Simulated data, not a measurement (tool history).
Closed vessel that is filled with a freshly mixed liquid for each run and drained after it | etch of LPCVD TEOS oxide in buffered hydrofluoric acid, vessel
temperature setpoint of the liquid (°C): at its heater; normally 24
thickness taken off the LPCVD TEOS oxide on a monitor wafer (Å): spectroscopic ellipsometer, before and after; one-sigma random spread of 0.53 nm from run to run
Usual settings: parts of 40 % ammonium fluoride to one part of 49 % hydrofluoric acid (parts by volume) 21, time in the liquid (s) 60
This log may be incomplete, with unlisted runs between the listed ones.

| run | day | temperature setpoint of the liquid (°C) | parts of 40 % ammonium fluoride to one part of 49 % hydrofluoric acid (parts by volume) | time in the liquid (s) | wafers since the last listed run | hours since the thermometer was replaced | hours since the hydrofluoric acid flow meter was replaced | hours since the gauge calibration | read-back film thickness of the LPCVD TEOS oxide reference wafer, read on the same gauge (nm) | thickness taken off the LPCVD TEOS oxide on a monitor wafer (Å) |
|---|---|---|---|---|---|---|---|---|---|---|
| 1 | 0 | 24 | 17.5 | 60 | 0 | 1090.9 | 735.2 | 211.3 | 109.97 | 1077.8 |
| 2 | 0.279 | 24 | 17.5 | 60 | 987 | 1097.6 | 741.9 | 218 | 110.03 | 1092.2 |
| 3 | 0.654 | 24 | 21 | 60 | 1326 | 1106.6 | 750.9 | 227 | 109.99 | 904.1 |
| 4 | 1.079 | 24 | 21 | 85 | 1503 | 1116.8 | 761.1 | 237.2 | 110.01 | 1277.5 |
| 5 | 1.679 | 24 | 21 | 85 | 2122 | 1131.2 | 775.5 | 251.6 | 110.02 | 1291.2 |
| 6 | 2.35 | 24 | 21 | 85 | 2373 | 1147.3 | 791.6 | 267.7 | 109.94 | 1284.3 |
| 7 | 2.692 | 24 | 21 | 60 | 1208 | 1155.5 | 799.8 | 275.9 | 109.98 | 899.6 |
| 8 | 3.154 | 24 | 21 | 60 | 1636 | 1166.6 | 810.9 | 287 | 110.01 | 910.2 |
| 9 | 3.621 | 24 | 21 | 70 | 1650 | 1177.8 | 822.1 | 298.2 | 110.04 | 1066.5 |
| 10 | 3.879 | 24 | 21 | 70 | 913 | 1184 | 828.3 | 304.4 | 110 | 1058.3 |
| 11 | 4.196 | 24 | 21 | 70 | 1120 | 1191.6 | 835.9 | 312 | 109.94 | 1071.3 |
| 12 | 4.525 | 24 | 21 | 60 | 1164 | 1199.5 | 843.8 | 319.9 | 109.97 | 906.2 |
|  | 4.804 | gauge calibrated |
| 13 | 4.858 | 24 | 21 | 60 | 1179 | 1207.5 | 851.8 | 1.3 | 109.99 | 912.7 |
| 14 | 5.604 | 24 | 21 | 60 | 2638 | 1225.4 | 869.7 | 19.2 | 110.01 | 906.5 |
| 15 | 5.933 | 24 | 21 | 60 | 1164 | 1233.3 | 877.6 | 27.1 | 110.02 | 916.9 |

Predict the results of run 16:
| 16 | 6.646 | 24 | 21 | 60 | 2520 | 1250.4 | 894.7 | 44.2 | ? | ? |

read-back film thickness of the LPCVD TEOS oxide reference wafer, read on the same gauge (nm): 109.99
thickness taken off the LPCVD TEOS oxide on a monitor wafer (Å): 914.6
Were there no unlogged condition in the tool, this run, its random variation unchanged, would have produced thickness taken off the LPCVD TEOS oxide on a monitor wafer (Å) 824.3.

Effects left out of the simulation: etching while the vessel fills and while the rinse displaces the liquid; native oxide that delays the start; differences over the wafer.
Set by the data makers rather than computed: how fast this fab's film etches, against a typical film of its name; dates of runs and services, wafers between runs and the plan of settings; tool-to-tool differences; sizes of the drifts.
